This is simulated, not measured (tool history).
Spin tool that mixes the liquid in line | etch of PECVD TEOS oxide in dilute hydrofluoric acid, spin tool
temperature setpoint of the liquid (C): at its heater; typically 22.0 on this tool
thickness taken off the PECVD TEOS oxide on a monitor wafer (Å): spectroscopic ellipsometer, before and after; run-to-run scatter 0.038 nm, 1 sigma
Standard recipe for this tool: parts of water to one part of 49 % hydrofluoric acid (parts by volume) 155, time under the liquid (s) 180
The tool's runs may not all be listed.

run,hour,temperature setpoint of the liquid (C),parts of water to one part of 49 % hydrofluoric acid (parts by volume),time under the liquid (s),"read-back film thickness of the PECVD TEOS oxide reference wafer, read on the same gauge (nm)",thickness taken off the PECVD TEOS oxide on a monitor wafer (Å)
1,0.0,22.0,155,155,129.97,102.1
2,54.4,22.0,155,155,129.99,102.5
3,156.5,22.0,155,180,130.01,118.5
4,230.3,22.0,155,180,129.99,117.5
5,308.9,22.0,155,180,129.98,117.4
6,413.6,22.0,155,180,130.01,116.6
7,515.2,22.0,155,180,130.00,116.4
# hour 552.4: gauge calibrated
8,574.1,25.0,155,100,130.04,72.6
9,651.5,22.0,155,135,130.00,86.0
10,699.5,22.0,155,135,130.03,86.8
# hour 715.3: thermometer replaced
11,795.6,22.0,155,135,129.99,89.4
12,859.9,22.0,155,180,129.99,118.5
13,924.3,22.0,155,180,129.99,118.2
14,998.6,24.5,225,180,130.02,83.1
15,1099.4,22.0,220,225,129.97,96.5
16,1200.2,19.5,155,180,130.02,105.7
17,1261.9,22.0,155,180,129.98,116.2
# hour 1357.1: hydrofluoric acid flow meter replaced
18,1369.6,19.0,235,150,130.02,52.4
# hour 1405.3: gauge calibrated
19,1428.0,26.5,180,180,130.01,114.9
# hour 1504.7: thermometer replaced
20,1528.6,23.5,200,140,129.99,72.3
21,1618.9,22.0,200,180,130.03,87.6
22,1656.4,17.5,155,180,130.05,98.6
23,1710.8,22.0,155,180,130.05,117.7
24,1805.5,25.5,210,135,129.97,69.6
25,1855.4,25.5,155,235,129.98,175.7

Alternative continuations, all from the tool just after run 25; predict every row:
A,1855.9,22.0,155,180,?,?
B,1855.9,25.0,155,180,?,?
C,1855.9,20.0,110,95,?,?
D,1855.9,26.5,210,270,?,?
E,1855.9,23.5,155,260,?,?

run,"read-back film thickness of the PECVD TEOS oxide reference wafer, read on the same gauge (nm)",thickness taken off the PECVD TEOS oxide on a monitor wafer (Å)
A,129.99,117.3
B,129.99,131.7
C,129.99,84.5
D,129.99,144.8
E,129.99,179.6
The same runs, with their run-to-run variation unchanged, on a tool lacking any hidden condition would have given:
run,thickness taken off the PECVD TEOS oxide on a monitor wafer (Å)
A,120.0
B,134.6
C,86.5
D,147.9
E,183.6

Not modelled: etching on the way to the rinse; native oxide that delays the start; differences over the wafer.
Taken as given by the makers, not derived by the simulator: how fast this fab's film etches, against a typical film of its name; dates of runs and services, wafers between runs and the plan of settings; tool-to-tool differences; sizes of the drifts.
